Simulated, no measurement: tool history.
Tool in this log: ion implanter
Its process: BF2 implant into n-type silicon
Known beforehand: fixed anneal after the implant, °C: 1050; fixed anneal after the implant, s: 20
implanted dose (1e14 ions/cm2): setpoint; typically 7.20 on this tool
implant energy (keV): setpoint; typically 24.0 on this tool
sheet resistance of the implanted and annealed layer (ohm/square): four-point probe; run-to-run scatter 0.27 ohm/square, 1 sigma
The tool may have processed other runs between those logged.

run   hour  implanted dose (1e14 ions/cm2)  implant energy (keV)  wafers since the last listed run  hours since the last dose calibration  hours since the extraction supply was calibrated  hours since the gauge calibration  read-back reference wafer on the same gauge, sheet resistance  sheet resistance of the implanted and annealed layer (ohm/square)
  1    0.0                            7.20                  30.5                                 0                                  175.4                                            2514.9                               85.7                                                         181.00                                                             175.59
  2   34.7                            7.20                  30.5                               462                                  210.1                                            2549.6                              120.4                                                         181.05                                                             175.74
  3  103.6                            7.20                  24.0                               918                                  279.0                                            2618.5                              189.3                                                         181.01                                                             181.50
  4  130.5                            7.20                  26.0                               358                                  305.9                                            2645.4                              216.2                                                         181.01                                                             179.61
  5  162.8                            7.20                  26.0                               430                                  338.2                                            2677.7                              248.5                                                         181.04                                                             179.82
  6  211.0                            7.20                  26.0                               642                                  386.4                                            2725.9                              296.7                                                         181.03                                                             180.56
  7  264.9                            7.20                  19.0                               718                                  440.3                                            2779.8                              350.6                                                         180.98                                                             188.33
  8  322.6                            7.20                  24.0                               769                                  498.0                                            2837.5                              408.3                                                         181.07                                                             182.18
  9  371.9                            7.20                  19.5                               657                                  547.3                                            2886.8                              457.6                                                         180.95                                                             188.01
 10  409.9                            8.53                  30.0                               506                                  585.3                                            2924.8                              495.6                                                         181.04                                                             155.08
     456.7  -- extraction supply calibrated
 11  458.7                            8.32                  27.0                               543                                  634.1                                               2.0                              544.4                                                         181.02                                                             160.65
 12  488.9                            5.52                  18.0                               402                                  664.3                                              32.2                              574.6                                                         181.01                                                             234.50
     501.0  -- Faraday cup replaced and dose calibrated
     528.1  -- gauge calibrated
 13  584.8                            7.96                  21.5                              1171                                   83.8                                             128.1                               56.7                                                         180.98                                                             170.22
 14  613.0                            9.10                  18.0                               375                                  112.0                                             156.3                               84.9                                                         180.96                                                             161.85

For run 15, what comes out?
 15  637.6                            7.20                  24.0                               327                                  136.6                                             180.9                              109.5                                                              ?                                                                  ?

read-back reference wafer on the same gauge, sheet resistance: 181.01
sheet resistance of the implanted and annealed layer (ohm/square): 180.69
With no hidden state in the tool, this same run would have given sheet resistance of the implanted and annealed layer (ohm/square) 180.40.

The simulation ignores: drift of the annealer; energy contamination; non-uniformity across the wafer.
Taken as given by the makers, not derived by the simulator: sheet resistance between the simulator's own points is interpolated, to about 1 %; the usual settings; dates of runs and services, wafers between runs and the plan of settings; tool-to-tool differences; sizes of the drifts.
